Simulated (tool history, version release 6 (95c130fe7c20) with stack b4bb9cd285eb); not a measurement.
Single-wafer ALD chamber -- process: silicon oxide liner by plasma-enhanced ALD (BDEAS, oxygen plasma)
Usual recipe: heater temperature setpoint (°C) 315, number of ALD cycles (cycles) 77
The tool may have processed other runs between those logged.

run	hour	heater temperature setpoint (°C)	number of ALD cycles (cycles)	read-back reference wafer on the same gauge, thickness_nm	mean film thickness on the monitor wafer (angstrom)
1	0	315	77	8.071	67.8
2	36	315	77	8.063	67.9
3	99.7	324	77	8.068	66.61
4	129.2	324	77	8.074	66.81
5	184.6	324	77	8.073	67.38
6	224.9	315	77	8.073	67.62
7	290.3	315	77	8.078	67.48
# hour 333.9: gauge calibrated
8	348.8	315	65	8.07	57.34
# hour 370.7: thermocouple changed; heater temperature recalibrated
9	414.9	306	77	8.07	69.34
10	476.8	322	77	8.062	67.38
11	519	311	77	8.065	68.39
12	562.6	319	82	8.069	71.93
13	629.9	304	85	8.069	76.91
14	784.1	315	77	8.073	68.16
15	834.3	305	90	8.067	80.24

Run 16, settings as shown, results not yet in. Your forecast:
16	871.6	315	77	?	?

{"run 16": {"read-back reference wafer on the same gauge, thickness_nm": 8.074, "mean film thickness on the monitor wafer (angstrom)": 68.2}}
Minus the tool's unlogged condition, the same run would have read mean film thickness on the monitor wafer (angstrom) 68.2.
